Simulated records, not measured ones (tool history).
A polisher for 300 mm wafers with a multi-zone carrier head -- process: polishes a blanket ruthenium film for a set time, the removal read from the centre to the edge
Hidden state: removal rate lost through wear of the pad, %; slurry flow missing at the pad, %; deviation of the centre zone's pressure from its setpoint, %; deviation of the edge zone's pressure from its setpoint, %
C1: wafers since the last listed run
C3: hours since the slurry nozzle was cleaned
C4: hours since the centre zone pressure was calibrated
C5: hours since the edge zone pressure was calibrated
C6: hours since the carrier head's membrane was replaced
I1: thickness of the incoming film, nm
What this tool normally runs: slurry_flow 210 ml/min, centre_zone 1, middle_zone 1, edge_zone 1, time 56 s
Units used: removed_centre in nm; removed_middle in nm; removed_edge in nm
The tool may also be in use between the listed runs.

Run 1, hour 0: usual settings but centre_zone 1.08, middle_zone 1.03; C1 0; wafers polished on this pad 1943; C3 332; C4 337.2; C5 159.4; C6 740.9; I1 306.9. Result: removed_centre 45.7 nm, removed_middle 41.8 nm, removed_edge 41.8 nm.
At hour 4.9: worn pad replaced by a new one.
Run 2, hour 24.4: usual settings but centre_zone 1.08, middle_zone 1.03; C1 227; wafers polished on this pad 217; C3 356.4; C4 361.6; C5 183.8; C6 765.3; I1 310.2. Result: removed_centre 46.6 nm, removed_middle 41.5 nm, removed_edge 41.5 nm.
Run 3, hour 84.5: usual settings but centre_zone 1.08, middle_zone 1.03; C1 671; wafers polished on this pad 889; C3 416.5; C4 421.7; C5 243.9; C6 825.4; I1 303.7. Result: removed_centre 47.2 nm, removed_middle 41 nm, removed_edge 40.9 nm.
At hour 86: slurry nozzle cleaned.
Run 4, hour 150.3: usual settings but edge_zone 0.96, time 68 s; C1 724; wafers polished on this pad 1613; C3 64.3; C4 487.5; C5 309.7; C6 891.2; I1 316.6. Result: removed_centre 53.5 nm, removed_middle 48.8 nm, removed_edge 49.6 nm.
Run 5, hour 187.1: usual settings but edge_zone 0.96, time 68 s; C1 411; wafers polished on this pad 2024; C3 101.1; C4 524.3; C5 346.5; C6 928; I1 311.1. Result: removed_centre 52.3 nm, removed_middle 48.8 nm, removed_edge 49.4 nm.
At hour 204.8: worn pad replaced by a new one.
Run 6, hour 227: usual settings; C1 401; wafers polished on this pad 247; C3 141; C4 564.2; C5 386.4; C6 967.9; I1 312.1. Result: removed_centre 43.8 nm, removed_middle 39.9 nm, removed_edge 40.9 nm.
Run 7, hour 276.3: usual settings; C1 550; wafers polished on this pad 798; C3 190.3; C4 613.5; C5 435.7; C6 1017.2; I1 310. Result: removed_centre 44.2 nm, removed_middle 39.6 nm, removed_edge 40.8 nm.
Run 8, hour 348.2: usual settings; C1 803; wafers polished on this pad 1602; C3 262.2; C4 685.4; C5 507.6; C6 1089.1; I1 307.2. Result: removed_centre 44 nm, removed_middle 39.6 nm, removed_edge 41.2 nm.
At hour 367.8: worn pad replaced by a new one.
Run 9, hour 386.8: usual settings; C1 386; wafers polished on this pad 212; C3 300.8; C4 724; C5 546.2; C6 1127.7; I1 312.1. Result: removed_centre 43.2 nm, removed_middle 39.6 nm, removed_edge 41.1 nm.
Run 10, hour 432.9: usual settings; C1 515; wafers polished on this pad 727; C3 346.9; C4 770.1; C5 592.3; C6 1173.8; I1 310.4. Result: removed_centre 43.5 nm, removed_middle 39.8 nm, removed_edge 41.1 nm.
At hour 465.7: edge zone pressure recalibrated.
At hour 465.8: centre zone pressure recalibrated.
Run 11, hour 466.3: usual settings but edge_zone 0.96; C1 349; wafers polished on this pad 1077; C3 380.3; C4 0.5; C5 0.6; C6 1207.2; I1 308.5. Result: removed_centre 42.3 nm, removed_middle 40.6 nm, removed_edge 40.5 nm.
At hour 485.1: carrier head's membrane replaced by a new one.
Run 12, hour 498.2: usual settings but slurry_flow 260 ml/min, time 63 s; C1 300; wafers polished on this pad 1378; C3 412.2; C4 32.4; C5 32.5; C6 13.1; I1 311. Result: removed_centre 49.2 nm, removed_middle 45.9 nm, removed_edge 47.3 nm.
Run 13, hour 530.1: usual settings but slurry_flow 250 ml/min, middle_zone 1.08, edge_zone 0.94; C1 356; wafers polished on this pad 1734; C3 444.1; C4 64.3; C5 64.4; C6 45; I1 311.3. Result: removed_centre 44 nm, removed_middle 44.3 nm, removed_edge 41.2 nm.
At hour 536: worn pad replaced by a new one.
At hour 545.1: slurry nozzle cleaned.
Run 14, hour 577.2: usual settings; C1 470; wafers polished on this pad 449; C3 32.1; C4 111.4; C5 111.5; C6 92.1; I1 309.1. Result: removed_centre 43.2 nm, removed_middle 40.3 nm, removed_edge 41.6 nm.
Run 15, hour 628.7: usual settings but slurry_flow 265 ml/min; C1 575; wafers polished on this pad 1024; C3 83.6; C4 162.9; C5 163; C6 143.6; I1 312.4. Result: removed_centre 44.8 nm, removed_middle 40.6 nm, removed_edge 41.9 nm.
Run 16, hour 679.7: usual settings; C1 569; wafers polished on this pad 1594; C3 134.6; C4 213.9; C5 214; C6 194.6; I1 304.6. Result: removed_centre 42.7 nm, removed_middle 39.1 nm, removed_edge 41.4 nm.
At hour 713.5: worn pad replaced by a new one.
Run 17, hour 714: usual settings; C1 338; wafers polished on this pad 5; C3 168.9; C4 248.2; C5 248.3; C6 228.9; I1 313.5. Result: removed_centre 42.8 nm, removed_middle 40.5 nm, removed_edge 41.2 nm.
Run 18, hour 771.3: usual settings but centre_zone 0.96; C1 640; wafers polished on this pad 645; C3 226.2; C4 305.5; C5 305.6; C6 286.2; I1 304.8. Result: removed_centre 41.6 nm, removed_middle 40.8 nm, removed_edge 41.5 nm.
Run 19, hour 797.1: usual settings but centre_zone 1.06, edge_zone 0.89; C1 288; wafers polished on this pad 934; C3 252; C4 331.3; C5 331.4; C6 312; I1 309.3. Result: removed_centre 46.7 nm, removed_middle 40 nm, removed_edge 39.6 nm.
Run 20, hour 829.6: usual settings; C1 363; wafers polished on this pad 1297; C3 284.5; C4 363.8; C5 363.9; C6 344.5; I1 309.7. Result: removed_centre 42.8 nm, removed_middle 39.4 nm, removed_edge 41.3 nm.
Run 21, hour 857.8: usual settings but middle_zone 1.05, edge_zone 0.97; C1 315; wafers polished on this pad 1612; C3 312.7; C4 392; C5 392.1; C6 372.7; I1 309.8. Result: removed_centre 43.5 nm, removed_middle 41.7 nm, removed_edge 41 nm.

Predict each of these 5 candidate next runs independently; none follows another, all start after run 21:
Run A, hour 858.2: usual settings; C1 4; wafers polished on this pad 1616; C3 313.1; C4 392.4; C5 392.5; C6 373.1; I1 306.1. Result: removed_centre ?, removed_middle ?, removed_edge ?.
Run B, hour 858.2: usual settings but centre_zone 0.92, edge_zone 0.91; C1 4; wafers polished on this pad 1616; C3 313.1; C4 392.4; C5 392.5; C6 373.1; I1 306.1. Result: removed_centre ?, removed_middle ?, removed_edge ?.
Run C, hour 858.2: usual settings but edge_zone 1.04, time 71 s; C1 4; wafers polished on this pad 1616; C3 313.1; C4 392.4; C5 392.5; C6 373.1; I1 306.1. Result: removed_centre ?, removed_middle ?, removed_edge ?.
Run D, hour 858.2: usual settings but centre_zone 1.1; C1 4; wafers polished on this pad 1616; C3 313.1; C4 392.4; C5 392.5; C6 373.1; I1 306.1. Result: removed_centre ?, removed_middle ?, removed_edge ?.
Run E, hour 858.2: usual settings but slurry_flow 175 ml/min, centre_zone 0.88, edge_zone 1.08, time 50 s; C1 4; wafers polished on this pad 1616; C3 313.1; C4 392.4; C5 392.5; C6 373.1; I1 306.1. Result: removed_centre ?, removed_middle ?, removed_edge ?.

run  removed_centre  removed_middle  removed_edge
  A            43.7            40.7          41.8
  B            40.2            40.7          40.7
  C            55.5            51.6          53.7
  D            48.1            40.7          41.8
  E            33.4            35.4          37.6
The same runs, with their run-to-run variation unchanged, on a tool lacking any hidden condition would have given:
run  removed_centre  removed_middle  removed_edge
  A            42.5            40.7          41.8
  B            39.1            40.7          40.7
  C            53.9            51.6          53.7
  D            46.8            40.7          41.8
  E            32.5            35.4          37.6

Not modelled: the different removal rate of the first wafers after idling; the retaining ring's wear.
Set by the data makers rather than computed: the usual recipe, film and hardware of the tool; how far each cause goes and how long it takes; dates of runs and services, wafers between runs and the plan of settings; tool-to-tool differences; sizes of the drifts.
